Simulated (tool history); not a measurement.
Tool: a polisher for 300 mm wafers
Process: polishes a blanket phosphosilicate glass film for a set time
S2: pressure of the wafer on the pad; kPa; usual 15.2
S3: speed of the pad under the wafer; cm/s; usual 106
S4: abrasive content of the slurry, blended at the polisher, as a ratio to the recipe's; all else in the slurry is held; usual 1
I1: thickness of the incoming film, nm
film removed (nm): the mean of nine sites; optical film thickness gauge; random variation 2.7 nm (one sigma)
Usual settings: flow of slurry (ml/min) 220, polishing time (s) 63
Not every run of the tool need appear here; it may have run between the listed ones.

Run 1, hour 0: usual settings; I1 2688.5. Result: film removed (nm) 367.9.
Run 2, hour 56.9: usual settings; I1 2682.1. Result: film removed (nm) 348.4.
Run 3, hour 96.8: usual settings; I1 2713.7. Result: film removed (nm) 349.5.
Run 4, hour 163.5: usual settings; I1 2679.7. Result: film removed (nm) 357.
Run 5, hour 251.4: usual settings but S2 13.8 kPa, polishing time (s) 73; I1 2723.5. Result: film removed (nm) 387.4.
Run 6, hour 445: usual settings but S2 13.8 kPa, polishing time (s) 73; I1 2659. Result: film removed (nm) 390.7.
Run 7, hour 484.1: usual settings; I1 2734.9. Result: film removed (nm) 367.2.
Run 8, hour 571.5: usual settings; I1 2687.4. Result: film removed (nm) 363.9.
Run 9, hour 627.3: usual settings but S2 13.8 kPa; I1 2732.9. Result: film removed (nm) 347.9.
Run 10, hour 734.6: usual settings but S2 13.8 kPa; I1 2744.2. Result: film removed (nm) 347.3.
Run 11, hour 800.6: usual settings but S2 13.8 kPa; I1 2684.1. Result: film removed (nm) 317.4.
Run 12, hour 859.7: usual settings but S3 84 cm/s; I1 2708.4. Result: film removed (nm) 306.8.
Run 13, hour 920.8: usual settings but S2 11.7 kPa; I1 2666.4. Result: film removed (nm) 293.8.
Run 14, hour 980.8: usual settings but flow of slurry (ml/min) 195, S3 88 cm/s; I1 2725.6. Result: film removed (nm) 313.9.
Run 15, hour 1031.3: usual settings but S2 13.8 kPa, polishing time (s) 73; I1 2697.2. Result: film removed (nm) 381.1.
Run 16, hour 1101.8: usual settings but flow of slurry (ml/min) 180, S3 72 cm/s; I1 2701.2. Result: film removed (nm) 288.
Run 17, hour 1286.5: usual settings but polishing time (s) 71; I1 2715.1. Result: film removed (nm) 403.
Run 18, hour 1349.9: usual settings; I1 2742.7. Result: film removed (nm) 362.9.
Run 19, hour 1425.1: usual settings but flow of slurry (ml/min) 270, S4 1.25; I1 2695.7. Result: film removed (nm) 406.9.
Run 20, hour 1510.9: usual settings but S2 17.9 kPa, S3 132 cm/s, polishing time (s) 81; I1 2723.2. Result: film removed (nm) 593.
Run 21, hour 1582.3: usual settings but S2 13.8 kPa, polishing time (s) 73; I1 2649.6. Result: film removed (nm) 403.7.
Run 22, hour 1650.1: usual settings; I1 2715.8. Result: film removed (nm) 339.5.
Run 23, hour 1741.9: usual settings; I1 2693.6. Result: film removed (nm) 343.5.
Run 24, hour 1789: usual settings but S2 19.3 kPa, S4 1.15, polishing time (s) 73; I1 2681.8. Result: film removed (nm) 498.4.

Taken out of this log: 22 entries between the listed runs. Where each belongs, and how the hidden state differs across it:
Run 1 -> run 2: head pressure recalibrated (hour 13.8); slurry blender recalibrated (hour 16.2); worn pad replaced by a new one (hour 48.4)
  deviation of the head's pressure from its setpoint, %: 10.4 -> 1.56
  what was measured, less what the result would be without the hidden state, film removed (nm): +22.9 -> +3.4
Run 4 -> run 5: slurry nozzle cleaned (hour 166.9)
  deviation of the head's pressure from its setpoint, %: 3.18 -> 4.51
  what was measured, less what the result would be without the hidden state, film removed (nm): +7.1 -> +10.9
Run 5 -> run 6: slurry blender recalibrated (hour 345.9); worn pad replaced by a new one (hour 379.4)
  deviation of the head's pressure from its setpoint, %: 4.51 -> 7.45
  what was measured, less what the result would be without the hidden state, film removed (nm): +10.9 -> +17.8
Run 6 -> run 7: conditioning disc replaced and pad reconditioned (hour 453.7)
  deviation of the head's pressure from its setpoint, %: 7.45 -> 8.04
  what was measured, less what the result would be without the hidden state, film removed (nm): +17.8 -> +17.9
Run 7 -> run 8: slurry nozzle cleaned (hour 511.3)
  deviation of the head's pressure from its setpoint, %: 8.04 -> 9.37
  what was measured, less what the result would be without the hidden state, film removed (nm): +17.9 -> +20.6
Run 9 -> run 10: slurry blender recalibrated (hour 717.1); worn pad replaced by a new one (hour 734.1)
  deviation of the head's pressure from its setpoint, %: 10.2 -> 11.8
  what was measured, less what the result would be without the hidden state, film removed (nm): +21.3 -> +24.4
Run 10 -> run 11: head pressure recalibrated (hour 787.9)
  deviation of the head's pressure from its setpoint, %: 11.8 -> -0.631
  what was measured, less what the result would be without the hidden state, film removed (nm): +24.4 -> -1.3
Run 11 -> run 12: slurry nozzle cleaned (hour 855.1)
  deviation of the head's pressure from its setpoint, %: -0.631 -> 0.266
  what was measured, less what the result would be without the hidden state, film removed (nm): -1.3 -> +0.5
Run 12 -> run 13: conditioning disc replaced and pad reconditioned (hour 913.9)
  deviation of the head's pressure from its setpoint, %: 0.266 -> 1.19
  what was measured, less what the result would be without the hidden state, film removed (nm): +0.5 -> +2.2
Run 14 -> run 15: slurry blender recalibrated (hour 1024.8)
  deviation of the head's pressure from its setpoint, %: 2.1 -> 2.87
  what was measured, less what the result would be without the hidden state, film removed (nm): +4.2 -> +6.8
Run 15 -> run 16: worn pad replaced by a new one (hour 1091.3)
  deviation of the head's pressure from its setpoint, %: 2.87 -> 3.94
  what was measured, less what the result would be without the hidden state, film removed (nm): +6.8 -> +7.1
Run 16 -> run 17: slurry nozzle cleaned (hour 1209)
  deviation of the head's pressure from its setpoint, %: 3.94 -> 6.74
  what was measured, less what the result would be without the hidden state, film removed (nm): +7.1 -> +16.6
Run 17 -> run 18: conditioning disc replaced and pad reconditioned (hour 1337)
  deviation of the head's pressure from its setpoint, %: 6.74 -> 7.7
  what was measured, less what the result would be without the hidden state, film removed (nm): +16.6 -> +17
Run 18 -> run 19: slurry blender recalibrated (hour 1357.4)
  deviation of the head's pressure from its setpoint, %: 7.7 -> 8.85
  what was measured, less what the result would be without the hidden state, film removed (nm): +17 -> +21.7
Run 19 -> run 20: worn pad replaced by a new one (hour 1484.9)
  deviation of the head's pressure from its setpoint, %: 8.85 -> 10.1
  what was measured, less what the result would be without the hidden state, film removed (nm): +21.7 -> +36.1
Run 20 -> run 21: slurry nozzle cleaned (hour 1539.5)
  deviation of the head's pressure from its setpoint, %: 10.1 -> 11.2
  what was measured, less what the result would be without the hidden state, film removed (nm): +36.1 -> +27
Run 21 -> run 22: head pressure recalibrated (hour 1627.9)
  deviation of the head's pressure from its setpoint, %: 11.2 -> -1.15
  what was measured, less what the result would be without the hidden state, film removed (nm): +27 -> -2.6
Run 23 -> run 24: slurry blender recalibrated (hour 1745)
  deviation of the head's pressure from its setpoint, %: 0.239 -> 0.954
  what was measured, less what the result would be without the hidden state, film removed (nm): +0.5 -> +3

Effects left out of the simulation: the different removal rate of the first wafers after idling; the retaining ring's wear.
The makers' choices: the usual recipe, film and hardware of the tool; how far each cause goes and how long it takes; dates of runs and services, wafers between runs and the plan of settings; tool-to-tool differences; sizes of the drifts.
